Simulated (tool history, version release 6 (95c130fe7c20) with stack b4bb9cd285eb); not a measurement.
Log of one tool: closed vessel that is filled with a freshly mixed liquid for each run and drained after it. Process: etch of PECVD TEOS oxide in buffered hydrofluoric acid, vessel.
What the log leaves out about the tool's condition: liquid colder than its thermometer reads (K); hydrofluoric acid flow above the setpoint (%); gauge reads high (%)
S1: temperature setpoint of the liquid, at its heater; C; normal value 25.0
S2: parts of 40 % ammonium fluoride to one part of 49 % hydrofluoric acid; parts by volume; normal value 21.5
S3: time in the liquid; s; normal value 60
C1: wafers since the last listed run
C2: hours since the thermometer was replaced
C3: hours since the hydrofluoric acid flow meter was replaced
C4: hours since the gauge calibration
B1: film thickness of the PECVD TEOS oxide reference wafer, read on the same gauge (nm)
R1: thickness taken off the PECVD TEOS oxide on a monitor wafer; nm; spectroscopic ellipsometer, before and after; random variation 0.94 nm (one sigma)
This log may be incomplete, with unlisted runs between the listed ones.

run 1 hour=0.0 | S1=25.0 S2=21.5 S3=30 | C1=0 C2=505.9 C3=1012.1 C4=524.5 | B1=80.01 | R1=61.23
run 2 hour=24.1 | S1=25.0 S2=21.5 S3=30 | C1=1648 C2=530.0 C3=1036.2 C4=548.6 | B1=79.98 | R1=62.38
run 3 hour=39.6 | S1=22.0 S2=24.5 S3=60 | C1=1059 C2=545.5 C3=1051.7 C4=564.1 | B1=80.00 | R1=94.82
run 4 hour=67.0 | S1=22.0 S2=24.5 S3=60 | C1=1873 C2=572.9 C3=1079.1 C4=591.5 | B1=80.01 | R1=94.46
run 5 hour=80.9 | S1=25.0 S2=21.5 S3=35 | C1=950 C2=586.8 C3=1093.0 C4=605.4 | B1=80.02 | R1=72.53
run 6 hour=98.6 | S1=25.0 S2=21.5 S3=60 | C1=1210 C2=604.5 C3=1110.7 C4=623.1 | B1=79.99 | R1=123.18
run 7 hour=200.4 | S1=25.0 S2=24.5 S3=60 | C1=6961 C2=706.3 C3=1212.5 C4=724.9 | B1=79.98 | R1=110.84
run 8 hour=249.7 | S1=25.0 S2=24.5 S3=60 | C1=3371 C2=755.6 C3=1261.8 C4=774.2 | B1=80.01 | R1=111.35
run 9 hour=301.8 | S1=25.0 S2=24.5 S3=60 | C1=3562 C2=807.7 C3=1313.9 C4=826.3 | B1=80.00 | R1=109.79
run 10 hour=323.4 | S1=25.0 S2=21.5 S3=85 | C1=1477 C2=829.3 C3=1335.5 C4=847.9 | B1=80.00 | R1=172.97
run 11 hour=339.9 | S1=25.0 S2=21.5 S3=60 | C1=1128 C2=845.8 C3=1352.0 C4=864.4 | B1=80.00 | R1=121.94
run 12 hour=361.9 | S1=25.0 S2=21.5 S3=60 | C1=1504 C2=867.8 C3=1374.0 C4=886.4 | B1=79.99 | R1=122.24
run 13 hour=391.0 | S1=25.0 S2=21.5 S3=60 | C1=1989 C2=896.9 C3=1403.1 C4=915.5 | B1=80.01 | R1=121.14
run 14 hour=420.6 | S1=25.0 S2=21.5 S3=60 | C1=2024 C2=926.5 C3=1432.7 C4=945.1 | B1=79.97 | R1=120.91
run 15 hour=440.9 | S1=23.5 S2=13.0 S3=40 | C1=1388 C2=946.8 C3=1453.0 C4=965.4 | B1=80.00 | R1=117.71
run 16 hour=473.4 | S1=25.0 S2=21.5 S3=60 | C1=2222 C2=979.3 C3=1485.5 C4=997.9 | B1=80.01 | R1=119.87
-- hour=492.9 thermometer replaced
run 17 hour=506.3 | S1=27.0 S2=21.5 S3=75 | C1=2181 C2=13.4 C3=1518.4 C4=1030.8 | B1=80.00 | R1=178.43
-- hour=527.0 gauge calibrated
run 18 hour=528.8 | S1=25.0 S2=28.0 S3=90 | C1=1538 C2=35.9 C3=1540.9 C4=1.8 | B1=80.00 | R1=156.98
run 19 hour=561.9 | S1=20.5 S2=21.5 S3=60 | C1=2263 C2=69.0 C3=1574.0 C4=34.9 | B1=79.97 | R1=98.91

Estimate the outcome of run 20 from the log above:
-- hour=568.1 hydrofluoric acid flow meter replaced
run 20 hour=580.9 | S1=25.0 S2=21.5 S3=60 | C1=1230 C2=88.0 C3=12.8 C4=53.9 | B1=? | R1=?

{"run 20": {"B1": 80.01, "R1": 128.41}}
Without the tool's hidden state the same run would have given R1 129.33 nm.
